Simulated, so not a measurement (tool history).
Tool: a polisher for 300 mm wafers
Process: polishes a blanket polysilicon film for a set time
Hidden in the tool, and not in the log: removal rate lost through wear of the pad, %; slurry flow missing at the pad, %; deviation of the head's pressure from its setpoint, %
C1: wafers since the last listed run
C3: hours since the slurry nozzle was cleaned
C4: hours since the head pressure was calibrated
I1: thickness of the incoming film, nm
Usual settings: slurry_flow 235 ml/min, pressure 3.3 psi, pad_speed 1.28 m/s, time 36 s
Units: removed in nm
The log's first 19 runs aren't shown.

run 20 day=47.629 | slurry_flow=315 pressure=2.2 pad_speed=0.90 time=47 | C1=1080 wafers_polished_on_this_pad=5187 C3=575.4 C4=331.3 | I1=1881.7 | removed=288.8
-- day=50.783 slurry nozzle cleaned
-- day=51.696 worn pad replaced by a new one
run 21 day=51.712 | slurry_flow=235 pressure=3.3 pad_speed=1.28 time=36 | C1=1864 wafers_polished_on_this_pad=7 C3=22.3 C4=429.3 | I1=1867.0 | removed=381.2
run 22 day=54.704 | slurry_flow=235 pressure=3.3 pad_speed=1.28 time=36 | C1=1439 wafers_polished_on_this_pad=1447 C3=94.1 C4=501.1 | I1=1852.8 | removed=382.7
run 23 day=56.904 | slurry_flow=185 pressure=4.4 pad_speed=1.10 time=42 | C1=1058 wafers_polished_on_this_pad=2505 C3=146.9 C4=553.9 | I1=1871.2 | removed=485.8
-- day=58.042 head pressure recalibrated
run 24 day=58.062 | slurry_flow=310 pressure=2.8 pad_speed=0.90 time=36 | C1=517 wafers_polished_on_this_pad=3023 C3=174.7 C4=0.5 | I1=1856.0 | removed=266.8
run 25 day=60.458 | slurry_flow=235 pressure=3.3 pad_speed=1.28 time=36 | C1=1153 wafers_polished_on_this_pad=4176 C3=232.2 C4=58.0 | I1=1847.3 | removed=368.2
run 26 day=62.383 | slurry_flow=235 pressure=2.1 pad_speed=1.28 time=36 | C1=926 wafers_polished_on_this_pad=5102 C3=278.4 C4=104.2 | I1=1852.9 | removed=266.5
run 27 day=64.325 | slurry_flow=175 pressure=4.0 pad_speed=1.00 time=47 | C1=934 wafers_polished_on_this_pad=6037 C3=325.0 C4=150.8 | I1=1825.1 | removed=458.6
run 28 day=66.383 | slurry_flow=155 pressure=3.3 pad_speed=1.28 time=36 | C1=990 wafers_polished_on_this_pad=7027 C3=374.4 C4=200.2 | I1=1822.4 | removed=342.4
-- day=68.925 worn pad replaced by a new one
run 29 day=74.525 | slurry_flow=235 pressure=2.1 pad_speed=1.60 time=36 | C1=3838 wafers_polished_on_this_pad=2696 C3=569.8 C4=395.6 | I1=1874.6 | removed=317.4
run 30 day=76.462 | slurry_flow=235 pressure=4.3 pad_speed=1.42 time=36 | C1=932 wafers_polished_on_this_pad=3628 C3=616.3 C4=442.1 | I1=1832.3 | removed=486.9
run 31 day=78.292 | slurry_flow=235 pressure=3.8 pad_speed=1.28 time=36 | C1=880 wafers_polished_on_this_pad=4508 C3=660.2 C4=486.0 | I1=1810.6 | removed=406.2
run 32 day=81.050 | slurry_flow=255 pressure=3.3 pad_speed=1.14 time=44 | C1=1327 wafers_polished_on_this_pad=5836 C3=726.4 C4=552.2 | I1=1836.4 | removed=409.9
run 33 day=82.838 | slurry_flow=235 pressure=4.2 pad_speed=1.04 time=36 | C1=860 wafers_polished_on_this_pad=6696 C3=769.3 C4=595.1 | I1=1870.2 | removed=368.9
run 34 day=83.967 | slurry_flow=235 pressure=2.9 pad_speed=1.28 time=36 | C1=543 wafers_polished_on_this_pad=7240 C3=796.4 C4=622.2 | I1=1858.8 | removed=317.3
-- day=85.408 slurry nozzle cleaned
-- day=85.596 worn pad replaced by a new one
run 35 day=85.625 | slurry_flow=235 pressure=3.3 pad_speed=1.28 time=36 | C1=697 wafers_polished_on_this_pad=14 C3=5.2 C4=662.0 | I1=1876.1 | removed=391.2
run 36 day=87.321 | slurry_flow=290 pressure=4.0 pad_speed=0.92 time=30 | C1=816 wafers_polished_on_this_pad=830 C3=45.9 C4=702.7 | I1=1834.1 | removed=304.1

Forecast each of these 4 alternatives for the next run:
run A day=87.338 | slurry_flow=235 pressure=3.3 pad_speed=1.28 time=36 | C1=8 wafers_polished_on_this_pad=838 C3=46.3 C4=703.1 | I1=1858.0 | removed=?
run B day=87.338 | slurry_flow=180 pressure=4.2 pad_speed=1.46 time=30 | C1=8 wafers_polished_on_this_pad=838 C3=46.3 C4=703.1 | I1=1858.0 | removed=?
run C day=87.338 | slurry_flow=200 pressure=3.3 pad_speed=1.10 time=36 | C1=8 wafers_polished_on_this_pad=838 C3=46.3 C4=703.1 | I1=1858.0 | removed=?
run D day=87.338 | slurry_flow=235 pressure=3.3 pad_speed=0.86 time=36 | C1=8 wafers_polished_on_this_pad=838 C3=46.3 C4=703.1 | I1=1858.0 | removed=?

run=A removed=395.3
run=B removed=429.0
run=C removed=351.3
run=D removed=302.4
Without the tool's hidden state the same runs would have given:
run=A removed=395.9
run=B removed=429.6
run=C removed=351.8
run=D removed=302.8

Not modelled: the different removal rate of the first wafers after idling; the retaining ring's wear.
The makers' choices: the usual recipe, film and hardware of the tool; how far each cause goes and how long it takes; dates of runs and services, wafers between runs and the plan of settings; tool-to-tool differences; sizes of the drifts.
